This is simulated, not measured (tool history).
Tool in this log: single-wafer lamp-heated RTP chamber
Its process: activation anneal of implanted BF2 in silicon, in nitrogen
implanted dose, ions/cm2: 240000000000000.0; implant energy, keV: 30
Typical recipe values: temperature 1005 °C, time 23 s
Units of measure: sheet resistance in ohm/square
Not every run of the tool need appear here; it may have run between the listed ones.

run,hour,temperature,time,wafers since the last listed run,wafers since the last pyrometer calibration,wafers since the reflector plate was cleaned,hours since the gauge calibration,"read-back reference wafer on the same gauge, sheet resistance",sheet resistance
1,0.0,1005,23,0,1479,5332,554.8,379.50,431.67
2,53.4,1005,23,689,2168,6021,608.2,379.39,431.49
3,95.9,1005,23,548,2716,6569,650.7,379.49,430.66
4,169.9,1005,23,955,3671,7525,724.7,379.24,430.77
# hour 196.6: pyrometer window cleaned and pyrometer calibrated
5,219.9,1005,23,542,301,8067,774.7,379.11,430.70
6,286.4,984,23,858,1159,8925,841.2,378.99,436.53
# hour 309.7: reflector plate cleaned
7,375.9,984,23,1051,2211,854,930.7,378.73,435.66
8,454.5,984,23,1014,3225,1869,1009.3,378.61,436.03
# hour 491.4: pyrometer window cleaned and pyrometer calibrated
9,511.7,1019,23,635,262,2504,1066.5,378.42,427.90
10,583.6,1005,23,927,1190,3432,1138.4,378.24,429.98
11,640.4,1005,28,733,1923,4165,1195.2,378.15,429.69
12,727.0,982,23,1117,3040,5282,1281.8,377.77,437.46
# hour 778.1: pyrometer window cleaned and pyrometer calibrated
13,785.1,1028,12,646,90,5929,1339.9,377.56,430.41
14,891.0,1019,12,1366,1457,7296,1445.8,377.17,431.14
15,927.2,1005,23,467,1924,7763,1482.0,377.10,429.23
16,974.1,1034,23,605,2529,8368,1528.9,376.89,423.73
# hour 1011.5: reflector plate cleaned
17,1039.9,1005,23,746,3275,366,1594.7,376.56,427.75
# hour 1065.2: pyrometer window cleaned and pyrometer calibrated
18,1141.7,1030,29,1210,987,1576,1696.5,376.16,421.66
# hour 1185.7: gauge calibrated
19,1207.0,1005,12,842,1830,2419,21.3,380.31,434.80
20,1256.4,1032,23,637,2468,3057,70.7,380.32,427.94
21,1310.4,1020,10,696,3165,3754,124.7,380.36,434.18
# hour 1388.1: pyrometer window cleaned and pyrometer calibrated
22,1411.1,989,12,1196,296,4950,225.4,380.26,440.46
23,1451.7,1030,14,524,820,5474,266.0,380.31,431.80
24,1513.5,976,28,797,1618,6272,327.8,380.17,440.09
25,1611.5,1005,23,1264,2883,7537,425.8,380.13,431.77

What if the next run were any one of these 4? Each begins from the tool's condition after run 25:
A,1611.9,1005,23,5,2888,7542,426.2,?,?
B,1611.9,1005,15,5,2888,7542,426.2,?,?
C,1611.9,1030,23,5,2888,7542,426.2,?,?
D,1611.9,1031,13,5,2888,7542,426.2,?,?

run,"read-back reference wafer on the same gauge, sheet resistance",sheet resistance
A,380.10,432.36
B,380.10,434.46
C,380.10,428.66
D,380.10,431.94
With the hidden condition removed and each run's random variation left untouched, the same runs would have given:
run,sheet resistance
A,432.21
B,434.31
C,428.51
D,431.79

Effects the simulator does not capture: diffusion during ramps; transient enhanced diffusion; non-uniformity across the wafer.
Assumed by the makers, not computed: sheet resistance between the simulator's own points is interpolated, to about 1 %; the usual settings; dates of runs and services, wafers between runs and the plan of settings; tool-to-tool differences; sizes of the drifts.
